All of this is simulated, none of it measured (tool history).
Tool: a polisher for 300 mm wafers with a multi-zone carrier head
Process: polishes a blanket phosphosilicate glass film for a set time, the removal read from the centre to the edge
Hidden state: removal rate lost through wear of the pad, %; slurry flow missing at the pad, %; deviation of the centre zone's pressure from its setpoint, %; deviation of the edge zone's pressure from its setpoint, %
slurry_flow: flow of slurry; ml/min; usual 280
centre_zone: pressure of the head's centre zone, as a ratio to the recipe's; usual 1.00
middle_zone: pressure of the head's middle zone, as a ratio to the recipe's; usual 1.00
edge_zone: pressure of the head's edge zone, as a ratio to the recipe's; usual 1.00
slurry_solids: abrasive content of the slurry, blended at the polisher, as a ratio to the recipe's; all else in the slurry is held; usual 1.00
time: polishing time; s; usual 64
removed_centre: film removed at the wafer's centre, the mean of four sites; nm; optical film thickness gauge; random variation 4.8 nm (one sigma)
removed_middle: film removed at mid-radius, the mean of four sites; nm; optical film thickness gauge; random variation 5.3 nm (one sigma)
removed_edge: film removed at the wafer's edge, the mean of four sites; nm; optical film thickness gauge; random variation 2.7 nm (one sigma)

run    hour  slurry_flow  centre_zone  middle_zone  edge_zone  slurry_solids  time  wafers since the last listed run  wafers polished on this pad  hours since the slurry nozzle was cleaned  hours since the centre zone pressure was calibrated  hours since the edge zone pressure was calibrated  hours since the carrier head's membrane was replaced  incoming thickness of the incoming film, nm  removed_centre  removed_middle  removed_edge
  1     0.0          180         1.00         0.97       1.06           1.00    64                                 0                         3592                                      548.3                                                  9.5                                              162.3                                                 427.8                                       4421.8           327.0           308.6         347.3
  2    87.0          280         1.10         0.97       0.92           1.00    71                               562                         4154                                      635.3                                                 96.5                                              249.3                                                 514.8                                       4385.5           422.3           373.9         384.6
  3   139.2          280         1.00         1.00       1.00           1.00    64                               337                         4492                                      687.5                                                148.7                                              301.5                                                 567.0                                       4365.2           350.7           338.2         347.0
      154.2  -- slurry nozzle cleaned
      165.7  -- worn pad replaced by a new one
  4   227.0          280         0.88         1.00       1.00           1.00    64                               535                          396                                       72.8                                                236.5                                              389.3                                                 654.8                                       4475.2           313.1           363.5         358.4
  5   293.9          280         1.00         1.00       1.00           1.00    80                               432                          828                                      139.7                                                303.4                                              456.2                                                 721.7                                       4461.4           452.3           432.4         451.2
  6   380.6          370         1.09         1.00       1.00           1.00    48                               560                         1388                                      226.4                                                390.1                                              542.9                                                 808.4                                       4402.7           307.0           278.0         280.6
      462.6  -- edge zone pressure recalibrated
  7   477.2          280         1.00         1.00       1.00           1.00    72                               611                         2000                                      323.0                                                486.7                                               14.6                                                 905.0                                       4485.0           403.7           400.8         409.7
  8   559.4          305         1.00         1.00       1.00           0.85    48                               531                         2531                                      405.2                                                568.9                                               96.8                                                 987.2                                       4448.8           259.3           247.3         260.7
  9   649.3          215         0.90         0.93       1.11           1.00    64                               580                         3112                                      495.1                                                658.8                                              186.7                                                1077.1                                       4415.6           302.9           304.0         367.8
      679.6  -- centre zone pressure recalibrated
 10   738.4          280         1.00         1.00       1.00           1.25    73                               562                         3675                                      584.2                                                 58.8                                              275.8                                                1166.2                                       4415.3           442.6           422.2         437.4
 11   781.2          280         1.00         1.00       1.08           1.00    64                               276                         3951                                      627.0                                                101.6                                              318.6                                                1209.0                                       4479.3           345.9           343.5         373.9
      846.7  -- slurry nozzle cleaned
 12   852.5          280         1.00         1.00       1.00           1.00    64                               454                         4405                                        5.8                                                172.9                                              389.9                                                1280.3                                       4465.9           369.8           354.6         366.9
      895.5  -- worn pad replaced by a new one
 13   938.0          280         1.00         0.94       1.00           1.00    64                               526                          274                                       91.3                                                258.4                                              475.4                                                1365.8                                       4452.7           362.9           333.1         366.8
     1136.9  -- edge zone pressure recalibrated
 14  1223.9          280         1.00         1.08       0.96           1.10    57                              1834                         2109                                      377.2                                                544.3                                               87.0                                                1651.7                                       4407.1           335.2           339.1         329.5
     1281.8  -- centre zone pressure recalibrated
 15  1316.5          280         1.00         1.00       1.00           1.00    64                               585                         2694                                      469.8                                                 34.7                                              179.6                                                1744.3                                       4486.5           360.4           347.5         354.5
 16  1380.4          280         0.91         1.00       1.00           1.00    64                               412                         3107                                      533.7                                                 98.6                                              243.5                                                1808.2                                       4467.1           321.5           345.3         357.6
 17  1476.9          335         0.96         1.00       1.09           1.00    79                               623                         3730                                      630.2                                                195.1                                              340.0                                                1904.7                                       4365.3           432.8           432.0         465.1
 18  1534.7          280         1.00         1.11       1.00           1.00    47                               373                         4104                                      688.0                                                252.9                                              397.8                                                1962.5                                       4426.2           255.8           266.9         259.7
     1560.6  -- slurry nozzle cleaned
 19  1636.9          280         0.96         1.00       1.00           1.00    64                               653                         4758                                       76.3                                                355.1                                              500.0                                                2064.7                                       4516.3           340.3           355.0         363.4
     1648.7  -- worn pad replaced by a new one
 20  1678.8          280         1.11         0.97       1.00           1.00    45                               244                          194                                      118.2                                                397.0                                              541.9                                                2106.6                                       4442.4           278.5           245.5         252.9

Measured less the same run without the tool's hidden state. The same run-to-run variation is in both; the gauge's scatter may not be:
run  removed_centre  removed_middle  removed_edge
  1           -16.0           -13.4         -10.8
  2           -18.3           -14.6         -11.2
  3           -19.0           -16.5         -12.6
  4            -1.5            -1.6          -1.2
  5            -2.7            -2.3          -1.9
  6            -2.0            -1.6          -1.2
  7            -5.5            -5.0          -3.8
  8            -4.6            -4.0          -3.2
  9           -11.7           -10.5          -9.3
 10           -18.3           -15.7         -12.1
 11           -17.0           -15.2         -12.3
 12            -0.4            -0.4          -0.3
 13            -0.6            -0.6          -0.5
 14            -4.5            -4.1          -3.0
 15            -7.7            -6.7          -5.1
 16            -9.2            -8.9          -6.9
 17           -15.5           -13.9         -11.4
 18           -14.4           -13.5          -9.7
 19            -3.2            -3.0          -2.4
 20            -2.9            -2.3          -1.8
